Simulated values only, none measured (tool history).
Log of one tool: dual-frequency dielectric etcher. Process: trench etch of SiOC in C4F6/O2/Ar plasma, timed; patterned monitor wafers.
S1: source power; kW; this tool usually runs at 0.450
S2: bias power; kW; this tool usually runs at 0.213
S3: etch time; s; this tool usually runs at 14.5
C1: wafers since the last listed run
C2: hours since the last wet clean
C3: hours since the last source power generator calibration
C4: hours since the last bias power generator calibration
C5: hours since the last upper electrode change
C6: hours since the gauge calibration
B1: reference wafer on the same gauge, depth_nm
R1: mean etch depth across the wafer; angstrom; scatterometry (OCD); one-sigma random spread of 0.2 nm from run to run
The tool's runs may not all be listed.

run	hour	S1	S2	S3	C1	C2	C3	C4	C5	C6	B1	R1
1	0.0	0.450	0.213	14.5	0	403.3	2510.0	2681.2	2240.9	106.1	35.80	315.1
2	15.7	0.450	0.213	14.5	160	419.0	2525.7	2696.9	2256.6	121.8	35.86	314.7
3	31.3	0.450	0.213	14.5	159	434.6	2541.3	2712.5	2272.2	137.4	35.72	310.5
4	38.6	0.450	0.249	14.5	74	441.9	2548.6	2719.8	2279.5	144.7	35.87	326.3
5	47.4	0.450	0.249	14.5	90	450.7	2557.4	2728.6	2288.3	153.5	35.72	328.0
6	59.0	0.450	0.249	14.5	118	462.3	2569.0	2740.2	2299.9	165.1	35.79	326.1
7	105.1	0.450	0.213	12.0	472	508.4	2615.1	2786.3	2346.0	211.2	35.87	256.0
# hour 132.2: upper electrode replaced
8	132.7	0.450	0.213	12.0	36	536.0	2642.7	2813.9	0.5	238.8	35.82	254.9
9	134.1	0.450	0.250	14.5	14	537.4	2644.1	2815.3	1.9	240.2	35.84	322.9
# hour 139.2: bias power generator calibrated
10	147.4	0.450	0.250	14.5	95	550.7	2657.4	8.2	15.2	253.5	35.81	322.4
# hour 167.3: source power generator calibrated
11	167.8	0.450	0.250	14.5	167	571.1	0.5	28.6	35.6	273.9	35.72	325.8
12	171.1	0.450	0.213	14.5	33	574.4	3.8	31.9	38.9	277.2	35.88	310.7
13	178.0	0.450	0.213	14.5	70	581.3	10.7	38.8	45.8	284.1	35.89	308.3
14	188.2	0.450	0.213	14.5	104	591.5	20.9	49.0	56.0	294.3	35.71	307.1
# hour 212.6: wet clean of the chamber
15	213.1	0.450	0.213	14.5	9	0.5	45.8	73.9	80.9	319.2	35.73	322.3
16	215.9	0.450	0.213	17.5	28	3.3	48.6	76.7	83.7	322.0	35.75	395.8
# hour 217.8: gauge calibrated
17	226.2	0.520	0.213	14.5	105	13.6	58.9	87.0	94.0	8.4	35.72	346.7
18	232.9	0.450	0.213	14.5	68	20.3	65.6	93.7	100.7	15.1	35.89	327.5
19	243.5	0.410	0.213	14.5	108	30.9	76.2	104.3	111.3	25.7	35.80	316.2
20	259.0	0.450	0.198	16.0	158	46.4	91.7	119.8	126.8	41.2	35.76	350.8
21	268.4	0.450	0.213	13.0	96	55.8	101.1	129.2	136.2	50.6	35.73	292.0
22	285.0	0.500	0.213	10.5	170	72.4	117.7	145.8	152.8	67.2	35.80	243.9
23	302.6	0.350	0.246	19.0	180	90.0	135.3	163.4	170.4	84.8	35.83	408.4
24	318.3	0.540	0.251	16.5	160	105.7	151.0	179.1	186.1	100.5	35.78	414.2
25	335.5	0.480	0.170	11.5	176	122.9	168.2	196.3	203.3	117.7	35.80	244.6
26	350.4	0.450	0.235	14.5	152	137.8	183.1	211.2	218.2	132.6	35.82	328.0
27	363.2	0.450	0.256	14.5	131	150.6	195.9	224.0	231.0	145.4	35.80	343.1
28	377.1	0.450	0.213	14.5	142	164.5	209.8	237.9	244.9	159.3	35.82	321.6
29	391.3	0.450	0.213	14.5	145	178.7	224.0	252.1	259.1	173.5	35.89	321.1

Hidden state at the last listed run before each entry between runs and at the first one after, where it differs:
Runs 7 to 8: upper electrode replaced (hour 132.2)
  etch rate over this chamber's usual, %: -4.87 -> -5.13
  measured value less the no-hidden-state value, R1: -13.1 -> -13.8 angstrom
Runs 9 to 10: bias power generator calibrated (hour 139.2)
  etch rate over this chamber's usual, %: -5.14 -> -5.27
  measured value less the no-hidden-state value, R1: -17.5 -> -18.0 angstrom
Runs 10 to 11: source power generator calibrated (hour 167.3)
  etch rate over this chamber's usual, %: -5.27 -> -5.46
  measured value less the no-hidden-state value, R1: -18.0 -> -18.8 angstrom
Runs 14 to 15: wet clean of the chamber (hour 212.6)
  etch rate over this chamber's usual, %: -5.65 -> 0.348
  measured value less the no-hidden-state value, R1: -18.3 -> +1.1 angstrom
Runs 16 to 17: gauge calibrated (hour 217.8)
  etch rate over this chamber's usual, %: 0.322 -> 0.226
  measured value less the no-hidden-state value, R1: +1.3 -> +0.8 angstrom
